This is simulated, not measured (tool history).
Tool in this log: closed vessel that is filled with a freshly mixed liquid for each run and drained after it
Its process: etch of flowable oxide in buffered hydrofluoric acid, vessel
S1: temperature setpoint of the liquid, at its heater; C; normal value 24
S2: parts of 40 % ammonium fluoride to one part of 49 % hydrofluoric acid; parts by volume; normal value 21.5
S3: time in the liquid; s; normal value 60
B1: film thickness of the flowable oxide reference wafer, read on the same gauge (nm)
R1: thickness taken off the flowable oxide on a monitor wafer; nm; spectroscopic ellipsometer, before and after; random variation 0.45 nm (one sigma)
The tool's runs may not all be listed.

run 1 hour=0 | S1=24 S2=21.5 S3=60 | B1=150.02 | R1=77.81
run 2 hour=35.6 | S1=24 S2=21.5 S3=60 | B1=150.02 | R1=78.53
run 3 hour=90.2 | S1=24 S2=21.5 S3=75 | B1=150.05 | R1=98.11
run 4 hour=116.4 | S1=24 S2=21.5 S3=75 | B1=149.96 | R1=97.66
run 5 hour=162.1 | S1=24 S2=21.5 S3=75 | B1=150.03 | R1=96.05
run 6 hour=225.8 | S1=24 S2=21.5 S3=30 | B1=149.96 | R1=38.64
run 7 hour=249.8 | S1=24 S2=21.5 S3=30 | B1=149.97 | R1=38.91
run 8 hour=300.5 | S1=24 S2=21.5 S3=30 | B1=149.95 | R1=39.46
run 9 hour=355.8 | S1=24 S2=21.5 S3=60 | B1=150.02 | R1=78.53
-- hour=387.8 thermometer replaced
run 10 hour=397.1 | S1=24 S2=21.5 S3=60 | B1=150 | R1=77.59
run 11 hour=426.6 | S1=24 S2=21.5 S3=90 | B1=149.99 | R1=116.59
run 12 hour=482.8 | S1=24 S2=21.5 S3=60 | B1=150.03 | R1=78.51
-- hour=543.4 gauge calibrated
run 13 hour=551 | S1=24 S2=21.5 S3=60 | B1=149.94 | R1=77.45
run 14 hour=603 | S1=26.5 S2=29 S3=70 | B1=150.02 | R1=85.66
run 15 hour=642 | S1=21 S2=29.5 S3=45 | B1=150.03 | R1=40
run 16 hour=697.7 | S1=24 S2=18 S3=60 | B1=150 | R1=93.7
run 17 hour=746.8 | S1=24 S2=21.5 S3=60 | B1=150 | R1=77.84
run 18 hour=815.2 | S1=24 S2=21.5 S3=60 | B1=150.01 | R1=78.21
run 19 hour=870.7 | S1=24 S2=21.5 S3=60 | B1=149.95 | R1=79.25
run 20 hour=936.5 | S1=21 S2=29.5 S3=45 | B1=149.99 | R1=40.58
run 21 hour=987.2 | S1=24 S2=21.5 S3=60 | B1=149.98 | R1=79.66
run 22 hour=1049.2 | S1=28.5 S2=26.5 S3=60 | B1=150.07 | R1=87.31
run 23 hour=1088.4 | S1=24 S2=14.5 S3=40 | B1=149.99 | R1=78.07
run 24 hour=1137.9 | S1=19.5 S2=19 S3=50 | B1=149.99 | R1=57.77
-- hour=1171.1 hydrofluoric acid flow meter replaced
run 25 hour=1190.8 | S1=29 S2=14 S3=30 | B1=149.97 | R1=74.2
run 26 hour=1217.1 | S1=24 S2=21.5 S3=60 | B1=150.04 | R1=77.07
run 27 hour=1261.9 | S1=28.5 S2=24.5 S3=40 | B1=149.99 | R1=59.65
run 28 hour=1312.5 | S1=26.5 S2=26 S3=35 | B1=149.97 | R1=45.12
run 29 hour=1361.9 | S1=20.5 S2=21.5 S3=90 | B1=149.96 | R1=93.11
run 30 hour=1474.4 | S1=26.5 S2=21.5 S3=60 | B1=150.02 | R1=87.87
run 31 hour=1594.4 | S1=24 S2=21.5 S3=60 | B1=150.02 | R1=76.77
run 32 hour=1624.6 | S1=24 S2=29.5 S3=60 | B1=150.01 | R1=62.57
run 33 hour=1683.6 | S1=22.5 S2=28 S3=60 | B1=149.93 | R1=58.88
run 34 hour=1717.6 | S1=19.5 S2=21.5 S3=60 | B1=149.99 | R1=60.06

Each row is a separate what-if for the run after 34, all from the same tool condition, not one after another. Results?
run A hour=1718.3 | S1=24 S2=21.5 S3=60 | B1=? | R1=?
run B hour=1718.3 | S1=27.5 S2=29.5 S3=70 | B1=? | R1=?
run C hour=1718.3 | S1=22.5 S2=26.5 S3=60 | B1=? | R1=?

run=A B1=149.94 R1=77.28
run=B B1=149.94 R1=87.74
run=C B1=149.94 R1=61.6
The same runs, with their run-to-run variation unchanged, on a tool lacking any hidden condition would have given:
run=A R1=76.25
run=B R1=86.59
run=C R1=60.79

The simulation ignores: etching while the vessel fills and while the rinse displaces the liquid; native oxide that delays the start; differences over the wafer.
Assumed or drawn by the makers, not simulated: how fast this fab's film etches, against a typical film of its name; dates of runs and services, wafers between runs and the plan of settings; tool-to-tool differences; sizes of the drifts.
